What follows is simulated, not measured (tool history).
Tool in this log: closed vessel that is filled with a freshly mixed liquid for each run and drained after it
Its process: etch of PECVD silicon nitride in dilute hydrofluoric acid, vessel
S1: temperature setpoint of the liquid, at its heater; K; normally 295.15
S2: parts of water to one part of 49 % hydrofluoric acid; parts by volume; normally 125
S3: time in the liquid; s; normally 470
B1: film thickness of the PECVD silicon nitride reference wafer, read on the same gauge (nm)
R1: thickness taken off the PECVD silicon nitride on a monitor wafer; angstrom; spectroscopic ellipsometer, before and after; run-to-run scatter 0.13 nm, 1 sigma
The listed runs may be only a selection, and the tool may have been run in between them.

run	hour	S1	S2	S3	B1	R1
1	0.0	295.15	125	470	50.02	187.7
2	60.3	295.15	125	470	50.00	186.6
3	99.6	295.15	125	470	50.01	186.8
4	154.6	295.15	125	470	50.02	186.6
5	198.4	295.15	125	470	50.02	186.6
6	228.1	295.15	125	470	49.99	188.5
7	273.8	295.15	125	470	49.99	186.3
# hour 323.0: hydrofluoric acid flow meter replaced
8	324.3	295.15	125	470	49.99	185.5
9	352.2	295.15	125	470	50.00	184.5
10	399.0	295.15	125	470	49.98	183.1
11	460.3	291.65	150	295	49.99	76.4
12	556.3	295.15	125	470	49.99	181.8
13	591.8	291.15	125	270	50.04	80.0
14	637.8	295.15	165	205	49.95	60.4
15	702.8	297.15	80	660	49.98	451.8
16	759.2	295.15	125	470	50.02	181.2
# hour 889.8: gauge calibrated
17	953.3	299.65	140	470	49.97	215.0
18	1011.8	295.15	125	655	49.99	253.1
19	1072.7	290.65	95	470	50.00	172.3
20	1124.4	295.15	125	470	50.02	178.0
21	1151.2	295.15	125	670	50.03	255.5
22	1188.0	295.15	125	470	50.00	178.9
# hour 1208.7: thermometer replaced
23	1235.7	295.15	125	470	49.99	186.0
# hour 1239.1: hydrofluoric acid flow meter replaced
24	1273.9	291.15	125	580	49.99	177.1
25	1313.4	298.15	160	195	49.97	74.7
26	1358.1	295.15	125	470	50.02	187.5
27	1423.7	290.65	125	470	49.99	138.4
28	1473.3	295.15	180	470	50.02	131.1
29	1557.4	293.65	125	470	50.00	167.4
30	1612.3	295.15	125	655	49.99	258.8
31	1667.1	297.15	180	395	50.06	123.5
32	1723.3	299.15	125	470	49.96	242.5

Pick out some run-to-run changes in R1. Of each, how much would a tool without hidden state show as well, from the settings, what came in and chance, and how much is left for the hidden state and any gauge scatter not in both results compared?
Hidden state present: liquid colder than its thermometer reads (K); hydrofluoric acid flow below the setpoint (%); gauge reads high (%).
Run 14 -> 15: S1 295.15 -> 297.15, S2 165 -> 80, S3 205 -> 660. R1 +391.4 angstrom: hidden state -15.6, all else +407.0.
Run 15 -> 16: S1 297.15 -> 295.15, S2 80 -> 125, S3 660 -> 470. R1 -270.6 angstrom: hidden state +10.2, all else -280.8.
Run 22 -> 23: thermometer replaced. R1 +7.1 angstrom: hidden state +9.3, all else -2.2.
Run 30 -> 31: S1 295.15 -> 297.15, S2 125 -> 180, S3 655 -> 395. R1 -135.3 angstrom: hidden state +2.9, all else -138.2.
